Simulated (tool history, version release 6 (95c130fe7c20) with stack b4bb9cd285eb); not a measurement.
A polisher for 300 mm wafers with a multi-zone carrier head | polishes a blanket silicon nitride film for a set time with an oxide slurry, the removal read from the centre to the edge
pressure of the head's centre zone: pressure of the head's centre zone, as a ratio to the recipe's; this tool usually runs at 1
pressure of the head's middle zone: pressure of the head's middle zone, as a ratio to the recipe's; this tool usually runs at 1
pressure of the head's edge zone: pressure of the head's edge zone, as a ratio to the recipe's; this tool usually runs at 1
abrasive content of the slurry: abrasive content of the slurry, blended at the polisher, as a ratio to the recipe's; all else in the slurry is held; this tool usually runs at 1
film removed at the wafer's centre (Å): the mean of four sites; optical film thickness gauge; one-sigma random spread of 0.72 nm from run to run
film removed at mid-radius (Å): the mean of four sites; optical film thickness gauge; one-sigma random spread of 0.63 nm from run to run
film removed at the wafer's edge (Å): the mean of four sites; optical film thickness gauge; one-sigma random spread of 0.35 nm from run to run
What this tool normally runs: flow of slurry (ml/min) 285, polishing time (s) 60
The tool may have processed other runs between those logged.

run     day  flow of slurry (ml/min)  pressure of the head's centre zone  pressure of the head's middle zone  pressure of the head's edge zone  abrasive content of the slurry  polishing time (s)  incoming thickness of the incoming film, nm  film removed at the wafer's centre (Å)  film removed at mid-radius (Å)  film removed at the wafer's edge (Å)
  1       0                      285                                   1                                   1                                 1                               1                  69                                        545.1                                     565                             583                                   569
  2   0.746                      285                                   1                                   1                                 1                               1                  69                                        541.1                                     561                             564                                   566
  3   1.571                      285                                   1                                   1                                 1                               1                  69                                        529.8                                     546                             558                                   547
  4   2.275                      285                                   1                                   1                                 1                               1                  60                                        528.5                                     466                             468                                   471
  5   3.488                      285                                   1                                   1                                 1                               1                  60                                        538.3                                     468                             468                                   459
       4.05  -- worn pad replaced by a new one, of another model than before
      4.329  -- slurry nozzle cleaned
  6   4.417                      285                                   1                                1.06                                 1                            0.85                  60                                        541.7                                     480                             506                                   480
      5.279  -- centre zone pressure recalibrated
  7     5.7                      285                                1.05                                   1                                 1                             1.1                  60                                        539.5                                     538                             527                                   513
  8   6.733                      310                                   1                                1.04                              1.03                               1                  54                                        545.2                                     447                             461                                   444
      7.275  -- carrier head's membrane replaced by a new one
  9   7.792                      285                                1.08                                   1                                 1                             1.2                  60                                        535.3                                     557                             507                                   509
 10     8.4                      285                                   1                                   1                                 1                               1                  60                                        550.3                                     472                             483                                   467
      9.604  -- worn pad replaced by a new one
 11   9.696                      285                                   1                                   1                                 1                               1                  60                                        533.1                                     496                             511                                   505
      9.875  -- edge zone pressure recalibrated
 12  11.188                      285                                   1                                   1                              1.12                               1                  60                                        545.5                                     492                             508                                   523
 13  11.925                      285                                1.08                                   1                               0.9                               1                  44                                          544                                     380                             361                                   343
 14  13.033                      210                                1.04                                   1                                 1                               1                  60                                        528.6                                     485                             476                                   464

What if the next run were any one of these 5? Each begins from the tool's condition after run 14:
  A  13.05                      285                                   1                                   1                                 1                            1.25                  60                                        549.7                                       ?                               ?                                     ?
  B  13.05                      285                                   1                                   1                              0.95                               1                  66                                        549.7                                       ?                               ?                                     ?
  C  13.05                      285                                   1                                   1                              1.04                               1                  60                                        549.7                                       ?                               ?                                     ?
  D  13.05                      285                                1.03                                   1                                 1                               1                  60                                        549.7                                       ?                               ?                                     ?
  E  13.05                      285                                0.88                                   1                                 1                               1                  73                                        549.7                                       ?                               ?                                     ?

run  film removed at the wafer's centre (Å)  film removed at mid-radius (Å)  film removed at the wafer's edge (Å)
  A                                     518                             513                                   517
  B                                     523                             519                                   510
  C                                     476                             472                                   485
  D                                     490                             472                                   476
  E                                     509                             574                                   579
Stripped of hidden state, with their random variation kept, the same runs would have yielded:
run  film removed at the wafer's centre (Å)  film removed at mid-radius (Å)  film removed at the wafer's edge (Å)
  A                                     558                             553                                   557
  B                                     564                             559                                   550
  C                                     513                             508                                   522
  D                                     528                             508                                   512
  E                                     548                             619                                   623

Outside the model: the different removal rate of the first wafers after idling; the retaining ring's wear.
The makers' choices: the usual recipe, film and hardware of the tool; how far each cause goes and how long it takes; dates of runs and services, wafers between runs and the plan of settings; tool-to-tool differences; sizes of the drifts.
